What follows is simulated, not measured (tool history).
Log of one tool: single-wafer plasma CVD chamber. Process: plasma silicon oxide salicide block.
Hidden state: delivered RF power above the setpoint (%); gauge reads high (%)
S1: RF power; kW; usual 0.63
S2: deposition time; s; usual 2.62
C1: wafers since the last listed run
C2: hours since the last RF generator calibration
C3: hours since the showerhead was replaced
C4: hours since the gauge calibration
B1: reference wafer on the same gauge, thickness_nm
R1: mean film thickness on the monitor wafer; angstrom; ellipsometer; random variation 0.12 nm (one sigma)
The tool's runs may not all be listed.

run,hour,S1,S2,C1,C2,C3,C4,B1,R1
1,0,0.63,2.62,0,7.8,4716.4,514.3,30.215,274.29
2,38.4,0.63,2.62,1242,46.2,4754.8,552.7,30.213,273.58
3,83.5,0.63,3.01,1459,91.3,4799.9,597.8,30.202,313.94
4,133.5,0.63,3.01,1617,141.3,4849.9,647.8,30.171,316.74
5,160.3,0.63,2.62,867,168.1,4876.7,674.6,30.227,273.45
6,197,0.63,2.62,1187,204.8,4913.4,711.3,30.203,274.35
7,250.9,0.63,2.62,1743,258.7,4967.3,765.2,30.186,274.43
8,290.1,0.63,2.62,1268,297.9,5006.5,804.4,30.213,276.14
9,334.7,0.63,2.46,1442,342.5,5051.1,849,30.181,257.51
10,385,0.63,2.46,1627,392.8,5101.4,899.3,30.226,255.93
11,420.9,0.63,2.46,1161,428.7,5137.3,935.2,30.189,259.2
12,448,0.535,2.3,876,455.8,5164.4,962.3,30.219,235.16
13,486.5,0.535,2.3,1245,494.3,5202.9,1000.8,30.219,233.91
14,528,0.6,2.93,1342,535.8,5244.4,1042.3,30.214,306.83
15,594.3,0.6,2.93,2144,602.1,5310.7,1108.6,30.211,305.4
16,621.8,0.6,2.93,889,629.6,5338.2,1136.1,30.222,302.88
17,666.4,0.63,2.62,1442,674.2,5382.8,1180.7,30.196,274.06
18,735.4,0.63,2.62,2232,743.2,5451.8,1249.7,30.187,274.53
# hour 776.9: showerhead replaced
19,784.2,0.53,3,1319,792,7.3,1298.5,30.223,305.5
20,846.2,0.75,2.15,2005,854,69.3,1360.5,30.189,231.77
21,907.9,0.695,2.62,1996,915.7,131,1422.2,30.19,278.54
22,936,0.63,2.26,909,943.8,159.1,1450.3,30.171,236.32
23,974.8,0.63,2.62,1255,982.6,197.9,1489.1,30.192,275.08
24,1045.4,0.575,3.14,2284,1053.2,268.5,1559.7,30.179,324
25,1094.5,0.68,2.85,1588,1102.3,317.6,1608.8,30.171,303.77
26,1137.5,0.755,2.62,1391,1145.3,360.6,1651.8,30.206,282.59
# hour 1164.4: gauge calibrated
27,1204.9,0.63,2.1,2180,1212.7,428,40.5,30.192,221.06
28,1231,0.63,2.62,844,1238.8,454.1,66.6,30.222,275.23
29,1264.7,0.595,3.03,1090,1272.5,487.8,100.3,30.193,315.23
30,1331.2,0.63,2.62,2151,1339,554.3,166.8,30.191,275.51
# hour 1366.1: RF generator calibrated
31,1546,0.67,3.08,6690,179.9,769.1,381.6,30.212,325.13
32,1600.7,0.52,2.76,1769,234.6,823.8,436.3,30.207,281.23
33,1667.9,0.575,3.14,2174,301.8,891,503.5,30.203,322.76
34,1717.3,0.63,3.04,1598,351.2,940.4,552.9,30.208,318.71
35,1771.7,0.595,2.25,1759,405.6,994.8,607.3,30.205,233.1
36,1804.8,0.63,2.86,1070,438.7,1027.9,640.4,30.187,298.81
37,1944.4,0.75,2.81,4516,578.3,1167.5,780,30.199,303.08

Hidden state at the last listed run before each entry between runs and at the first one after, where it differs:
Between runs 18 and 19: showerhead replaced (hour 776.9)
  no hidden state differs between the two runs
Between runs 26 and 27: gauge calibrated (hour 1164.4)
  no hidden state differs between the two runs
Between runs 30 and 31: RF generator calibrated (hour 1366.1)
  no hidden state differs between the two runs

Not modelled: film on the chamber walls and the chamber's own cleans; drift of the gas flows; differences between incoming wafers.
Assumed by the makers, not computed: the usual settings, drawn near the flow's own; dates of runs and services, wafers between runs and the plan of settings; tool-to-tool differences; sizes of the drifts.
